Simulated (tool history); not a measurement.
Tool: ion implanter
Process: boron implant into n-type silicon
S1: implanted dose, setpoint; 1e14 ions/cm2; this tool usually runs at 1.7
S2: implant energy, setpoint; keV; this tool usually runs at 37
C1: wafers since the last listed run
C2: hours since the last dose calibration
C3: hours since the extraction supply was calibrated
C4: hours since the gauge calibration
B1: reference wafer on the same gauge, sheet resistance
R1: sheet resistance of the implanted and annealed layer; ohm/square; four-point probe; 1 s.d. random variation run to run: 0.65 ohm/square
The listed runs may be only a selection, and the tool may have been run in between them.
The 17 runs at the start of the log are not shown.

run 18 hour=201.2 | S1=1.7 S2=37 | C1=127 C2=435.8 C3=3227.7 C4=619.3 | B1=463.06 | R1=425.29
run 19 hour=208.3 | S1=1.98 S2=47 | C1=121 C2=442.9 C3=3234.8 C4=626.4 | B1=462.97 | R1=366.99
-- hour=209.2 gauge calibrated
run 20 hour=214.3 | S1=1.98 S2=47 | C1=103 C2=448.9 C3=3240.8 C4=5.1 | B1=463.13 | R1=367.55
run 21 hour=221.8 | S1=1.83 S2=37 | C1=128 C2=456.4 C3=3248.3 C4=12.6 | B1=462.93 | R1=401.81
run 22 hour=227.9 | S1=2.01 S2=47.5 | C1=104 C2=462.5 C3=3254.4 C4=18.7 | B1=463.01 | R1=361.08
run 23 hour=239.8 | S1=1.54 S2=28 | C1=204 C2=474.4 C3=3266.3 C4=30.6 | B1=462.98 | R1=476.75
run 24 hour=247.5 | S1=1.28 S2=28 | C1=132 C2=482.1 C3=3274 C4=38.3 | B1=463.27 | R1=546.61
run 25 hour=254.3 | S1=1.4 S2=32.5 | C1=116 C2=488.9 C3=3280.8 C4=45.1 | B1=463.02 | R1=499.6
run 26 hour=265.6 | S1=1.31 S2=47 | C1=194 C2=500.2 C3=3292.1 C4=56.4 | B1=463.17 | R1=490.29
run 27 hour=282.8 | S1=2.06 S2=37 | C1=295 C2=517.4 C3=3309.3 C4=73.6 | B1=463.12 | R1=367.35
-- hour=316.8 Faraday cup replaced and dose calibrated
-- hour=318.5 extraction supply calibrated
run 28 hour=319 | S1=1.41 S2=37 | C1=456 C2=2.2 C3=0.5 C4=109.8 | B1=462.97 | R1=494.21
run 29 hour=323.5 | S1=2.07 S2=44 | C1=77 C2=6.7 C3=5 C4=114.3 | B1=462.94 | R1=363.91
run 30 hour=330.6 | S1=1.7 S2=37 | C1=121 C2=13.8 C3=12.1 C4=121.4 | B1=463.06 | R1=430.87
run 31 hour=345.6 | S1=1.7 S2=42.5 | C1=257 C2=28.8 C3=27.1 C4=136.4 | B1=462.99 | R1=421.43
run 32 hour=359.7 | S1=2.15 S2=43 | C1=242 C2=42.9 C3=41.2 C4=150.5 | B1=463.01 | R1=355.43
run 33 hour=373.6 | S1=1.7 S2=43 | C1=238 C2=56.8 C3=55.1 C4=164.4 | B1=462.83 | R1=420.41
run 34 hour=388.8 | S1=1.7 S2=37 | C1=261 C2=72 C3=70.3 C4=179.6 | B1=462.79 | R1=430.87
run 35 hour=395.4 | S1=1.7 S2=37 | C1=113 C2=78.6 C3=76.9 C4=186.2 | B1=463.02 | R1=430.16
run 36 hour=408.6 | S1=1.31 S2=37 | C1=226 C2=91.8 C3=90.1 C4=199.4 | B1=462.98 | R1=518.45
run 37 hour=423 | S1=1.7 S2=37 | C1=247 C2=106.2 C3=104.5 C4=213.8 | B1=462.87 | R1=430.06
run 38 hour=438.6 | S1=1.7 S2=49.5 | C1=268 C2=121.8 C3=120.1 C4=229.4 | B1=462.96 | R1=409.28

Consider 3 possible next runs. They are alternatives, not a sequence: every one starts from the tool as it was left by run 38. What does each give?
run A hour=439 | S1=1.7 S2=47.5 | C1=6 C2=122.2 C3=120.5 C4=229.8 | B1=? | R1=?
run B hour=439 | S1=2.09 S2=33.5 | C1=6 C2=122.2 C3=120.5 C4=229.8 | B1=? | R1=?
run C hour=439 | S1=2.1 S2=28 | C1=6 C2=122.2 C3=120.5 C4=229.8 | B1=? | R1=?

run=A B1=462.94 R1=412.43
run=B B1=462.94 R1=373.78
run=C B1=462.94 R1=381.05
Without the tool's unlogged condition, the same runs would have read:
run=A R1=414.41
run=B R1=375.69
run=C R1=383.04

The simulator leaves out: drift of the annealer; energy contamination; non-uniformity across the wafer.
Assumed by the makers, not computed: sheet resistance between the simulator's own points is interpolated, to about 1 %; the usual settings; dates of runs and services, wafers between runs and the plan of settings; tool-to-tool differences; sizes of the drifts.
